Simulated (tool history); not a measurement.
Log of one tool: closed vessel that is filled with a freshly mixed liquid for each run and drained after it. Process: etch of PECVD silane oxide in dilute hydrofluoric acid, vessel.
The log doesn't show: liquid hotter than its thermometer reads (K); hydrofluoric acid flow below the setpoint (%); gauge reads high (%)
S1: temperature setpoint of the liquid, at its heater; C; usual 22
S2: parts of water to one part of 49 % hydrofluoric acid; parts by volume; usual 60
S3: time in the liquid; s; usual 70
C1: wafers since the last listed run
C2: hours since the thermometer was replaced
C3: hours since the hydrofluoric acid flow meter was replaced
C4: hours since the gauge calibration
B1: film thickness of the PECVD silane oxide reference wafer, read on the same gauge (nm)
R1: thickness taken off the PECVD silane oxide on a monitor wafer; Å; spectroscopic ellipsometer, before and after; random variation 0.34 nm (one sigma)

run 1 day=0 | S1=20.5 S2=70 S3=70 | C1=0 C2=1316.4 C3=1924.7 C4=216.6 | B1=40.02 | R1=328.1
run 2 day=0.546 | S1=20.5 S2=70 S3=70 | C1=851 C2=1329.5 C3=1937.8 C4=229.7 | B1=40.02 | R1=328.6
-- day=0.708 gauge calibrated
run 3 day=1.233 | S1=22 S2=60 S3=95 | C1=1071 C2=1346 C3=1954.3 C4=12.6 | B1=40.02 | R1=555.6
run 4 day=1.85 | S1=22 S2=60 S3=95 | C1=961 C2=1360.8 C3=1969.1 C4=27.4 | B1=40.02 | R1=555.8
run 5 day=2.367 | S1=20 S2=60 S3=50 | C1=805 C2=1373.2 C3=1981.5 C4=39.8 | B1=39.97 | R1=266.1
run 6 day=2.629 | S1=20 S2=60 S3=50 | C1=409 C2=1379.5 C3=1987.8 C4=46.1 | B1=39.94 | R1=269.6
run 7 day=2.888 | S1=20 S2=60 S3=50 | C1=402 C2=1385.7 C3=1994 C4=52.3 | B1=40.01 | R1=268.7
run 8 day=4.796 | S1=22 S2=60 S3=45 | C1=2975 C2=1431.5 C3=2039.8 C4=98.1 | B1=40.01 | R1=264.2
run 9 day=5.075 | S1=22 S2=60 S3=45 | C1=435 C2=1438.2 C3=2046.5 C4=104.8 | B1=40 | R1=263.7
-- day=5.325 hydrofluoric acid flow meter replaced
run 10 day=5.55 | S1=22 S2=60 S3=70 | C1=675 C2=1449.6 C3=5.4 C4=116.2 | B1=40.02 | R1=416.8
run 11 day=5.925 | S1=22 S2=60 S3=70 | C1=584 C2=1458.6 C3=14.4 C4=125.2 | B1=39.95 | R1=410.9
run 12 day=6.488 | S1=22 S2=60 S3=100 | C1=877 C2=1472.1 C3=27.9 C4=138.7 | B1=40.04 | R1=599.2
run 13 day=8.021 | S1=22 S2=60 S3=100 | C1=2390 C2=1508.9 C3=64.7 C4=175.5 | B1=39.98 | R1=591.5
-- day=8.162 thermometer replaced
run 14 day=9.021 | S1=22 S2=60 S3=70 | C1=1494 C2=20.6 C3=88.7 C4=199.5 | B1=40 | R1=407.7
run 15 day=9.721 | S1=22 S2=40 S3=70 | C1=1091 C2=37.4 C3=105.5 C4=216.3 | B1=40.04 | R1=638.6
-- day=10.2 gauge calibrated
run 16 day=10.212 | S1=22 S2=75 S3=55 | C1=766 C2=49.2 C3=117.3 C4=0.3 | B1=40.02 | R1=256.3
run 17 day=10.733 | S1=20.5 S2=80 S3=95 | C1=812 C2=61.7 C3=129.8 C4=12.8 | B1=39.96 | R1=380.8
run 18 day=11.408 | S1=20.5 S2=60 S3=70 | C1=1052 C2=77.9 C3=146 C4=29 | B1=39.98 | R1=387.6
run 19 day=11.896 | S1=22 S2=60 S3=70 | C1=760 C2=89.6 C3=157.7 C4=40.7 | B1=40.03 | R1=415.5
run 20 day=12.596 | S1=22 S2=60 S3=70 | C1=1091 C2=106.4 C3=174.5 C4=57.5 | B1=39.98 | R1=410.3
run 21 day=13.146 | S1=20 S2=60 S3=50 | C1=857 C2=119.6 C3=187.7 C4=70.7 | B1=40.01 | R1=270.2
run 22 day=13.738 | S1=22 S2=60 S3=110 | C1=922 C2=133.8 C3=201.9 C4=84.9 | B1=40.01 | R1=641.5
run 23 day=14.142 | S1=22 S2=60 S3=90 | C1=630 C2=143.5 C3=211.6 C4=94.6 | B1=39.97 | R1=529.1
run 24 day=14.6 | S1=22 S2=35 S3=55 | C1=714 C2=154.5 C3=222.6 C4=105.6 | B1=40.01 | R1=574.7
run 25 day=15.308 | S1=19 S2=60 S3=70 | C1=1104 C2=171.5 C3=239.6 C4=122.6 | B1=40.01 | R1=361.9
run 26 day=15.633 | S1=22 S2=60 S3=50 | C1=506 C2=179.3 C3=247.4 C4=130.4 | B1=40 | R1=292.3
run 27 day=16.296 | S1=26 S2=60 S3=45 | C1=1032 C2=195.2 C3=263.3 C4=146.3 | B1=39.99 | R1=306.9

Forecast each of these 3 alternatives for the next run:
run A day=16.325 | S1=22 S2=60 S3=70 | C1=45 C2=195.9 C3=264 C4=147 | B1=? | R1=?
run B day=16.325 | S1=27 S2=60 S3=70 | C1=45 C2=195.9 C3=264 C4=147 | B1=? | R1=?
run C day=16.325 | S1=20 S2=80 S3=70 | C1=45 C2=195.9 C3=264 C4=147 | B1=? | R1=?

run=A B1=39.99 R1=412.5
run=B B1=39.99 R1=505.5
run=C B1=39.99 R1=278
Without the tool's hidden state the same runs would have given:
run=A R1=412.5
run=B R1=505.5
run=C R1=278
